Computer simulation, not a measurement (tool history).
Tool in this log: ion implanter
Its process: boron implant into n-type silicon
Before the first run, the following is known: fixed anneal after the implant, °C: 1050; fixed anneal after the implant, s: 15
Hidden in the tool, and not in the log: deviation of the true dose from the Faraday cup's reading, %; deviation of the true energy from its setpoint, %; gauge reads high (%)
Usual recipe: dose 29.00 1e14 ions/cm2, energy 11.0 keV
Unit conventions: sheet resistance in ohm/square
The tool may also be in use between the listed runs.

run	day	dose	energy	wafers since the last listed run	hours since the last dose calibration	hours since the extraction supply was calibrated	hours since the gauge calibration	read-back reference wafer on the same gauge, sheet resistance	sheet resistance
1	0.000	29.00	11.0	0	1782.2	3145.0	542.9	68.48	68.57
2	1.350	22.15	11.0	394	1814.6	3177.4	575.3	68.48	73.73
3	3.338	22.15	11.0	580	1862.3	3225.1	623.0	68.52	73.71
4	5.679	29.00	11.0	684	1918.5	3281.3	679.2	68.50	68.56
# day 6.871: gauge calibrated
5	7.733	29.00	11.0	600	1967.8	3330.6	20.7	68.48	68.57
6	9.771	29.00	11.0	595	2016.7	3379.5	69.6	68.46	68.69
7	12.146	29.00	11.0	694	2073.7	3436.5	126.6	68.49	68.51
8	14.421	31.48	11.0	664	2128.3	3491.1	181.2	68.52	67.62
9	16.933	29.00	11.0	734	2188.6	3551.4	241.5	68.52	68.58
10	18.688	29.00	11.0	512	2230.7	3593.5	283.6	68.50	68.80
11	21.175	29.00	11.0	727	2290.4	3653.2	343.3	68.51	68.80
12	23.812	29.00	11.0	770	2353.7	3716.5	406.6	68.51	68.70
13	26.625	22.99	10.0	821	2421.2	3784.0	474.1	68.49	76.48
14	28.067	33.27	12.5	421	2455.8	3818.6	508.7	68.51	62.22
# day 29.679: Faraday cup replaced and dose calibrated
15	29.783	29.00	9.5	404	2.5	3859.8	549.9	68.52	74.52
16	32.483	23.76	14.0	789	67.3	3924.6	614.7	68.50	64.59
17	34.712	22.73	12.5	651	120.8	3978.1	668.2	68.49	69.07
18	36.433	32.03	7.5	502	162.1	4019.4	709.5	68.49	83.50
19	37.458	37.05	9.0	299	186.7	4044.0	734.1	68.47	74.34
# day 37.688: gauge calibrated
# day 38.125: extraction supply calibrated
20	40.096	29.00	11.0	673	250.0	47.3	57.8	68.51	67.25
21	42.125	36.07	9.0	593	298.7	96.0	106.5	68.50	72.71
22	47.050	29.00	11.0	1439	416.9	214.2	224.7	68.51	67.14
23	48.421	22.70	13.0	400	449.8	247.1	257.6	68.49	66.88
24	50.896	22.46	8.5	723	509.2	306.5	317.0	68.51	81.33

What does the tool deliver on the next run?
25	52.458	34.85	14.5	456	546.7	344.0	354.5	?	?

read-back reference wafer on the same gauge, sheet resistance: 68.52
sheet resistance: 55.73 ohm/square
Had the tool carried no hidden state, the very same run would have given sheet resistance 55.44 ohm/square.
